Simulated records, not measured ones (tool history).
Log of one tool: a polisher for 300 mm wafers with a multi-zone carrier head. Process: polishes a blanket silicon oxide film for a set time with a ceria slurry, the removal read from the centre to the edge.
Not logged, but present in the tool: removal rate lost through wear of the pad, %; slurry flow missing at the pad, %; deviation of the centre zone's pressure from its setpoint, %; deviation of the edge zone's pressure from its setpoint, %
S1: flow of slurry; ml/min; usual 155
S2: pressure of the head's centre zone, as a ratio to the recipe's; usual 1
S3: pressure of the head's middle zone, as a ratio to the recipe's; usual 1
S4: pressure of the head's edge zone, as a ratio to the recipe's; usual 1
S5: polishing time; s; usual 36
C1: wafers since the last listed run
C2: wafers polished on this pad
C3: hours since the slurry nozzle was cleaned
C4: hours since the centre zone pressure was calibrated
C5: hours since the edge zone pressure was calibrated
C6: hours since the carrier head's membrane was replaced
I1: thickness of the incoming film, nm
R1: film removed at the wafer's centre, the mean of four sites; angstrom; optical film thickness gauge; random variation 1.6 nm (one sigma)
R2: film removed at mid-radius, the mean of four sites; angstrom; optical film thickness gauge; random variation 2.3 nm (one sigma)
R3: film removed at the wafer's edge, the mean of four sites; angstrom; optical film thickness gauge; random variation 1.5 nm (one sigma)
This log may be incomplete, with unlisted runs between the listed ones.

run	hour	S1	S2	S3	S4	S5	C1	C2	C3	C4	C5	C6	I1	R1	R2	R3
1	0	185	1	0.94	0.89	36	0	988	476.7	159.8	1215.1	1102.1	713.8	1559	1524	1551
2	17.5	185	1	0.94	1	36	185	1173	494.2	177.3	1232.6	1119.6	734.3	1556	1521	1582
# hour 33.5: carrier head's membrane replaced by a new one
3	34	155	1.07	1	0.89	36	121	1295	510.7	193.8	1249.1	0.5	731.2	1537	1571	1454
4	56.4	155	0.95	1	1	30	237	1532	533.1	216.2	1271.5	22.9	719.8	1132	1285	1270
# hour 64.2: slurry nozzle cleaned
5	85.9	155	1	1	1	36	301	1834	21.7	245.7	1301	52.4	727.2	1585	1696	1639
# hour 103.5: edge zone pressure recalibrated
6	115.3	135	1	1	0.95	36	290	2124	51.1	275.1	11.8	81.8	723.4	1547	1662	1579
# hour 133.3: worn pad replaced by a new one
7	137.6	155	1	1	1	36	193	45	73.4	297.4	34.1	104.1	718.6	1596	1715	1630
# hour 164.6: centre zone pressure recalibrated
8	165.1	155	1	1	0.92	41	269	315	100.9	0.5	61.6	131.6	725.1	1873	1934	1808
9	179.7	190	1	0.96	1	36	154	470	115.5	15.1	76.2	146.2	726.2	1679	1708	1669
10	196.7	155	1	1	1	36	179	650	132.5	32.1	93.2	163.2	730.6	1596	1671	1647
11	215.2	155	1	1	1	36	195	846	151	50.6	111.7	181.7	729.2	1611	1681	1643
12	244.7	155	0.93	1.04	0.91	36	312	1158	180.5	80.1	141.2	211.2	717.7	1522	1707	1560
13	257.4	155	0.9	1.04	1.05	42	134	1292	193.2	92.8	153.9	223.9	739.9	1701	1994	1957
14	274.3	155	1	0.93	1	36	178	1471	210.1	109.7	170.8	240.8	719.9	1576	1551	1647
15	309.5	155	1	1	1	36	372	1844	245.3	144.9	206	276	717.4	1563	1645	1616
16	336.3	200	1	1	1.06	36	283	2128	272.1	171.7	232.8	302.8	714.5	1635	1725	1719
# hour 356.9: worn pad replaced by a new one
17	361.6	155	1	0.89	1	28	225	50	297.4	197	258.1	328.1	727	1214	1170	1284
18	392.2	155	1	0.89	1	36	323	374	328	227.6	288.7	358.7	732.2	1504	1458	1633
19	415	170	1.09	1	0.9	43	241	615	350.8	250.4	311.5	381.5	735.5	1974	1989	1832
# hour 439.4: centre zone pressure recalibrated
20	448.7	155	1	1	1.07	27	335	951	384.5	9.3	345.2	415.2	731.4	1157	1231	1244
21	534.9	155	1	0.95	1.08	36	912	1863	470.7	95.5	431.4	501.4	723.1	1451	1507	1634

5 options for the next run, each taken on its own from the tool as it stands now. Forecast them:
A	535.3	155	1	1	1	36	4	1867	471.1	95.9	431.8	501.8	739	?	?	?
B	535.3	155	1	1	1	40	4	1867	471.1	95.9	431.8	501.8	739	?	?	?
C	535.3	155	0.91	1	1	36	4	1867	471.1	95.9	431.8	501.8	739	?	?	?
D	535.3	185	1	1.05	1.05	43	4	1867	471.1	95.9	431.8	501.8	739	?	?	?
E	535.3	155	0.95	0.9	1.1	42	4	1867	471.1	95.9	431.8	501.8	739	?	?	?

run	R1	R2	R3
A	1481	1527	1559
B	1645	1697	1733
C	1374	1528	1559
D	1854	1979	1961
E	1657	1633	1909
The same runs, with their run-to-run variation unchanged, on a tool lacking any hidden condition would have given:
run	R1	R2	R3
A	1671	1672	1662
B	1856	1858	1847
C	1551	1673	1662
D	2060	2139	2073
E	1870	1789	2035
